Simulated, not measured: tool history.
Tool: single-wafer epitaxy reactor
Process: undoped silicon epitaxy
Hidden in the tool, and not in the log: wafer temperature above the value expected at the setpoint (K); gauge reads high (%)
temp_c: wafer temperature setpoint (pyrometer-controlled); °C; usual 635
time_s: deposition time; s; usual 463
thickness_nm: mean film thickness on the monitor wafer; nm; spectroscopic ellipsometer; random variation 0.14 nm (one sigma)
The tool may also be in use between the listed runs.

run   hour  temp_c  time_s  wafers since the last listed run  hours since the last pyrometer calibration  hours since the gauge calibration  read-back reference wafer on the same gauge, thickness_nm  thickness_nm
  1    0.0     635     463                                 0                                      1118.4                              121.8                                                     59.914        52.779
  2   34.8     642     444                               166                                      1153.2                              156.6                                                     59.822        60.613
  3   57.2     639     463                               107                                      1175.6                              179.0                                                     59.920        58.611
  4   70.5     639     463                                63                                      1188.9                              192.3                                                     59.891        58.244
  5   96.0     639     463                               122                                      1214.4                              217.8                                                     59.947        58.588
  6  130.8     641     463                               166                                      1249.2                              252.6                                                     59.956        61.424
  7  148.1     635     463                                82                                      1266.5                              269.9                                                     59.916        52.942
  8  173.4     635     463                               121                                      1291.8                              295.2                                                     59.856        52.946
  9  188.3     635     463                                71                                      1306.7                              310.1                                                     59.929        52.864
     203.2  -- pyrometer calibrated
 10  203.7     642     425                                35                                         0.5                              325.5                                                     59.919        57.849
 11  228.2     642     425                               117                                        25.0                              350.0                                                     59.899        57.843
 12  253.0     635     463                               118                                        49.8                              374.8                                                     59.881        53.036
 13  271.7     635     463                                89                                        68.5                              393.5                                                     59.883        53.000
 14  295.0     621     497                               111                                        91.8                              416.8                                                     59.860        39.263
 15  321.3     622     425                               125                                       118.1                              443.1                                                     59.929        34.442
 16  344.1     635     463                               109                                       140.9                              465.9                                                     59.885        52.942
 17  377.0     625     397                               157                                       173.8                              498.8                                                     59.962        34.924
     419.4  -- gauge calibrated
 18  458.8     625     523                               391                                       255.6                               39.4                                                     59.976        46.008
 19  473.6     623     463                                70                                       270.4                               54.2                                                     59.898        38.811
 20  509.3     646     432                               171                                       306.1                               89.9                                                     59.981        65.214
 21  531.7     623     397                               107                                       328.5                              112.3                                                     59.847        33.220
 22  549.7     635     502                                86                                       346.5                              130.3                                                     59.871        57.427
 23  584.6     626     413                               167                                       381.4                              165.2                                                     59.959        37.432
 24  609.5     639     395                               119                                       406.3                              190.1                                                     59.904        49.973
 25  642.3     622     496                               157                                       439.1                              222.9                                                     59.939        40.367
 26  677.3     635     502                               167                                       474.1                              257.9                                                     59.845        57.184

Hidden state at the last listed run before each entry between runs and at the first one after, where it differs:
Between runs 9 and 10: pyrometer calibrated (hour 203.2)
  no hidden state differs between the two runs
Between runs 17 and 18: gauge calibrated (hour 419.4)
  no hidden state differs between the two runs

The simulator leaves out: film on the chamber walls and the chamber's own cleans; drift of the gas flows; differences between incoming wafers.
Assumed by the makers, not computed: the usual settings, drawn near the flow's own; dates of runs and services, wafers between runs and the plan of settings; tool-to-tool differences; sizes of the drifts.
